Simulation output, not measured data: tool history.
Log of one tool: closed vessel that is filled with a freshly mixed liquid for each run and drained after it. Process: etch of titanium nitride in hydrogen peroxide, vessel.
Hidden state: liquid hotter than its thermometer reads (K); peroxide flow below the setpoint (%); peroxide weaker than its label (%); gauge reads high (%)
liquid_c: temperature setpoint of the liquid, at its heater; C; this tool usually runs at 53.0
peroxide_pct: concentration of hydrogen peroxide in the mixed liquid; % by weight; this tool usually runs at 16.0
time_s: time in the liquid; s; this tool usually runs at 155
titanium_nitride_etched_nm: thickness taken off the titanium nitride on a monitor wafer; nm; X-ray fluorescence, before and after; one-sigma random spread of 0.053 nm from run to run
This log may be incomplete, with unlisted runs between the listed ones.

run    hour  liquid_c  peroxide_pct  time_s  wafers since the last listed run  hours since the thermometer was replaced  hours since the peroxide flow meter was replaced  hours since the drum of peroxide was connected  hours since the gauge calibration  read-back film thickness of the titanium nitride reference wafer, read on the same gauge (nm)  titanium_nitride_etched_nm
  1     0.0      53.0          16.0     155                                 0                                     627.0                                             511.1                                           843.8                             1043.0                                                                                         149.99                       10.04
  2    29.4      53.0          16.0     155                              3601                                     656.4                                             540.5                                           873.2                             1072.4                                                                                         149.97                       10.07
  3    70.3      56.5          19.5     155                              5009                                     697.3                                             581.4                                           914.1                             1113.3                                                                                         149.98                       13.41
  4   239.9      56.5          19.5     155                             20773                                     866.9                                             751.0                                          1083.7                             1282.9                                                                                         149.96                       13.40
  5   268.9      56.5          19.5     155                              3552                                     895.9                                             780.0                                          1112.7                             1311.9                                                                                         150.00                       13.46
  6   478.2      53.0          16.0     155                             25635                                    1105.2                                             989.3                                          1322.0                             1521.2                                                                                         149.99                       10.17
      513.2  -- new drum of peroxide connected
  7   536.7      53.0          16.0     155                              7042                                    1163.7                                            1047.8                                            23.5                             1579.7                                                                                         149.98                       10.28
  8   591.6      56.5          19.0     125                              6724                                    1218.6                                            1102.7                                            78.4                             1634.6                                                                                         149.98                       11.04
  9   616.2      53.0          12.5     155                              3013                                    1243.2                                            1127.3                                           103.0                             1659.2                                                                                         150.01                        9.82
      651.8  -- thermometer replaced
 10   666.7      59.0          16.0     220                              6062                                      14.9                                            1177.8                                           153.5                             1709.7                                                                                         150.02                       21.32
 11   697.9      53.0          13.5     155                              3821                                      46.1                                            1209.0                                           184.7                             1740.9                                                                                         150.03                        9.46
      781.3  -- gauge calibrated
 12   889.0      43.5          19.5     240                             23406                                     237.2                                            1400.1                                           375.8                              107.7                                                                                         149.99                        8.01
 13   913.1      43.0          16.0      90                              2951                                     261.3                                            1424.2                                           399.9                              131.8                                                                                         149.97                        2.76
 14   939.6      53.0          16.0     155                              3245                                     287.8                                            1450.7                                           426.4                              158.3                                                                                         149.99                        9.86
 15   972.5      53.0          14.5     155                              4029                                     320.7                                            1483.6                                           459.3                              191.2                                                                                         149.99                        9.71
 16  1031.1      43.0          19.0     210                              7177                                     379.3                                            1542.2                                           517.9                              249.8                                                                                         150.00                        6.69
 17  1062.0      53.0          16.0     155                              3784                                     410.2                                            1573.1                                           548.8                              280.7                                                                                         150.00                        9.98
     1063.9  -- peroxide flow meter replaced
 18  1109.8      53.0          16.0     155                              5732                                     458.0                                              45.9                                           596.6                              328.5                                                                                         150.00                       10.00
 19  1136.6      53.0          16.0     155                              3282                                     484.8                                              72.7                                           623.4                              355.3                                                                                         150.02                        9.99
 20  1166.4      53.0          16.0     155                              3650                                     514.6                                             102.5                                           653.2                              385.1                                                                                         150.03                        9.96
 21  1222.6      48.5          16.0     155                              6883                                     570.8                                             158.7                                           709.4                              441.3                                                                                         149.99                        7.22
 22  1294.4      53.0          16.0      95                              8794                                     642.6                                             230.5                                           781.2                              513.1                                                                                         149.99                        6.21

What does the tool deliver on the next run?
 23  1358.0      53.0          16.0     200                              7789                                     706.2                                             294.1                                           844.8                              576.7                                                                                              ?                           ?

For run 23 the tool returned read-back film thickness of the titanium nitride reference wafer, read on the same gauge (nm) 149.98, titanium_nitride_etched_nm 12.87 nm.
On a tool with no hidden condition, and with the same random variation, this run would have come out at titanium_nitride_etched_nm 12.68 nm.
